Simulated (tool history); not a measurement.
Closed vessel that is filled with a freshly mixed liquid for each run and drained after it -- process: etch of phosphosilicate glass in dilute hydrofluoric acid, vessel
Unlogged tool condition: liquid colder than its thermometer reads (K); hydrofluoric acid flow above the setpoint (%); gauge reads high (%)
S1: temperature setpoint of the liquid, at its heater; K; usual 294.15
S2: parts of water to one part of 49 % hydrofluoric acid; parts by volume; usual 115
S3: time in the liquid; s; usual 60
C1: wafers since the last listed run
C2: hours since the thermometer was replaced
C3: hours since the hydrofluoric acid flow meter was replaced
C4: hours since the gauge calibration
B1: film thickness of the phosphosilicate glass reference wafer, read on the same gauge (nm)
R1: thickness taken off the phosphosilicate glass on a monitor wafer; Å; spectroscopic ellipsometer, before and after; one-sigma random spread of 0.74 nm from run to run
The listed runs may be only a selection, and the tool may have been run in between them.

run 1 hour=0 | S1=294.15 S2=115 S3=60 | C1=0 C2=2945.3 C3=1187.2 C4=564.1 | B1=120 | R1=948.4
run 2 hour=41.4 | S1=294.15 S2=115 S3=60 | C1=5100 C2=2986.7 C3=1228.6 C4=605.5 | B1=119.99 | R1=962.9
-- hour=61.4 gauge calibrated
run 3 hour=104.3 | S1=294.15 S2=115 S3=60 | C1=7749 C2=3049.6 C3=1291.5 C4=42.9 | B1=119.99 | R1=961.8
run 4 hour=138.6 | S1=291.65 S2=115 S3=60 | C1=4225 C2=3083.9 C3=1325.8 C4=77.2 | B1=119.98 | R1=868.2
run 5 hour=209.1 | S1=294.15 S2=115 S3=60 | C1=8685 C2=3154.4 C3=1396.3 C4=147.7 | B1=120.01 | R1=962.2
run 6 hour=243.5 | S1=294.15 S2=115 S3=60 | C1=4237 C2=3188.8 C3=1430.7 C4=182.1 | B1=120 | R1=978.4
-- hour=302.7 thermometer replaced
run 7 hour=308.1 | S1=294.15 S2=115 S3=60 | C1=7835 C2=5.4 C3=1495.3 C4=246.7 | B1=120.01 | R1=973.4
run 8 hour=333.1 | S1=294.15 S2=115 S3=60 | C1=3079 C2=30.4 C3=1520.3 C4=271.7 | B1=119.99 | R1=960.7
-- hour=352.5 hydrofluoric acid flow meter replaced
run 9 hour=360.9 | S1=294.15 S2=90 S3=75 | C1=3301 C2=58.2 C3=8.4 C4=299.5 | B1=119.99 | R1=1519.6
run 10 hour=420.7 | S1=297.15 S2=140 S3=60 | C1=7367 C2=118 C3=68.2 C4=359.3 | B1=119.99 | R1=830.2
run 11 hour=445.6 | S1=292.65 S2=115 S3=60 | C1=3067 C2=142.9 C3=93.1 C4=384.2 | B1=120.02 | R1=870.4
run 12 hour=510.3 | S1=297.15 S2=140 S3=60 | C1=7970 C2=207.6 C3=157.8 C4=448.9 | B1=120.04 | R1=835.8
run 13 hour=554.1 | S1=294.15 S2=115 S3=60 | C1=5396 C2=251.4 C3=201.6 C4=492.7 | B1=120 | R1=920.3
run 14 hour=580.6 | S1=294.15 S2=65 S3=30 | C1=3264 C2=277.9 C3=228.1 C4=519.2 | B1=120.01 | R1=854.1
-- hour=605.9 gauge calibrated
run 15 hour=616.3 | S1=291.15 S2=90 S3=60 | C1=4398 C2=313.6 C3=263.8 C4=10.4 | B1=120.01 | R1=1077.6
run 16 hour=685.9 | S1=290.65 S2=150 S3=35 | C1=8574 C2=383.2 C3=333.4 C4=80 | B1=120.02 | R1=352.8
run 17 hour=737.6 | S1=294.15 S2=115 S3=30 | C1=6369 C2=434.9 C3=385.1 C4=131.7 | B1=119.98 | R1=468.4
run 18 hour=794.2 | S1=294.15 S2=115 S3=60 | C1=6972 C2=491.5 C3=441.7 C4=188.3 | B1=119.98 | R1=950.7
run 19 hour=854.9 | S1=296.65 S2=130 S3=70 | C1=7478 C2=552.2 C3=502.4 C4=249 | B1=119.98 | R1=1066.4

Alternative continuations, all from the tool just after run 19; predict every row:
run A hour=855.6 | S1=294.15 S2=115 S3=60 | C1=86 C2=552.9 C3=503.1 C4=249.7 | B1=? | R1=?
run B hour=855.6 | S1=290.15 S2=70 S3=45 | C1=86 C2=552.9 C3=503.1 C4=249.7 | B1=? | R1=?
run C hour=855.6 | S1=292.65 S2=115 S3=45 | C1=86 C2=552.9 C3=503.1 C4=249.7 | B1=? | R1=?
run D hour=855.6 | S1=294.15 S2=70 S3=60 | C1=86 C2=552.9 C3=503.1 C4=249.7 | B1=? | R1=?

run=A B1=119.97 R1=947.6
run=B B1=119.97 R1=1037.6
run=C B1=119.97 R1=668.6
run=D B1=119.97 R1=1638.4
Without the tool's unlogged condition, the same runs would have read:
run=A R1=924
run=B R1=1012.9
run=C R1=652.1
run=D R1=1599.2
